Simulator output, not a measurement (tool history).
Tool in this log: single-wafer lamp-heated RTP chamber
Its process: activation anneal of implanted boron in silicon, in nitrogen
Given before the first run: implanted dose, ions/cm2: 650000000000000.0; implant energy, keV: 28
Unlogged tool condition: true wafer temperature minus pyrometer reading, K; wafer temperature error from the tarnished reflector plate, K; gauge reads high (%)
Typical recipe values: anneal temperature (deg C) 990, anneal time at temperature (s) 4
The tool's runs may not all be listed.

run	hour	anneal temperature (deg C)	anneal time at temperature (s)	wafers since the last listed run	wafers since the last pyrometer calibration	wafers since the reflector plate was cleaned	hours since the gauge calibration	read-back reference wafer on the same gauge, sheet resistance	sheet resistance of the implanted and annealed layer (ohm/square)
1	0.0	983	5	0	2816	1075	611.3	159.15	190.85
2	25.0	983	5	469	3286	1545	636.3	159.07	190.92
3	37.3	983	5	231	3517	1776	648.6	158.93	189.82
4	57.0	990	4	370	3887	2146	668.3	158.86	184.70
5	87.4	990	4	571	4459	2718	698.7	158.97	184.52
# hour 101.0: pyrometer window cleaned and pyrometer calibrated
6	116.7	990	4	400	295	3118	728.0	158.96	189.66
7	149.6	990	4	618	913	3737	760.9	159.02	190.18
8	166.7	968	4	321	1235	4058	778.0	159.08	214.30
9	191.9	968	4	473	1708	4532	803.2	158.93	213.04
10	204.5	968	4	236	1945	4769	815.8	158.98	210.84
11	231.7	990	4	511	2457	5280	843.0	159.03	186.93
12	248.0	990	4	306	2763	5586	859.3	159.04	187.66
13	279.8	990	4	597	3361	6184	891.1	159.02	187.05
14	296.4	990	4	312	3673	6496	907.7	159.08	185.00
15	309.2	1008	3	240	3914	6737	920.5	158.98	178.94
16	339.7	1008	3	573	4487	7310	951.0	159.03	177.30
17	357.3	990	4	330	4818	7641	968.6	158.99	185.55
# hour 396.3: pyrometer window cleaned and pyrometer calibrated
18	396.8	990	6	592	8	8233	1008.1	159.02	188.95
19	406.6	990	4	184	192	8418	1017.9	158.99	190.53
20	420.2	1007	4	255	448	8673	1031.5	159.04	179.67
# hour 437.4: reflector plate cleaned
21	447.7	963	3	366	815	193	1059.0	158.95	219.06
22	459.7	990	4	225	1040	419	1071.0	159.10	188.50
23	490.9	990	4	586	1627	1005	1102.2	158.99	188.29
# hour 507.3: gauge calibrated
24	526.0	990	4	659	2287	1665	18.7	159.05	188.42
25	546.0	1019	5	375	2663	2041	38.7	158.83	175.67
26	581.9	990	4	674	3337	2716	74.6	159.12	185.79
27	599.6	982	6	332	3670	3048	92.3	159.17	191.03
28	618.0	990	5	345	4016	3394	110.7	159.12	184.27
29	650.0	1011	6	601	4618	3996	142.7	159.11	176.44
30	666.2	990	4	304	4922	4301	158.9	159.16	185.26
31	684.9	990	3	351	5274	4652	177.6	159.00	184.56
# hour 721.8: pyrometer window cleaned and pyrometer calibrated
32	771.0	990	4	1468	924	6120	263.7	159.04	190.43
33	800.2	998	3	548	1472	6669	292.9	159.07	184.93
34	829.5	1014	3	550	2023	7220	322.2	159.19	177.27
35	863.2	1017	4	633	2657	7854	355.9	158.95	176.03
36	881.8	961	5	349	3006	8203	374.5	158.78	219.44

List, for all runs, the conditions of the tool that the log does not record:
wafer temperature error from the tarnished reflector plate, K: 0, the same for each run
gauge reads high (%): 0, the same for each run
H1: true wafer temperature minus pyrometer reading, K
run	H1
1	6.43
2	7.29
3	7.71
4	8.39
5	9.43
6	0.876
7	2
8	2.59
9	3.46
10	3.89
11	4.82
12	5.38
13	6.47
14	7.04
15	7.48
16	8.53
17	9.13
18	0.604
19	0.94
20	1.41
21	2.35
22	2.76
23	3.83
24	5.04
25	5.72
26	6.95
27	7.56
28	8.19
29	9.29
30	9.85
31	10.5
32	2.27
33	3.27
34	4.27
35	5.43
36	6.07
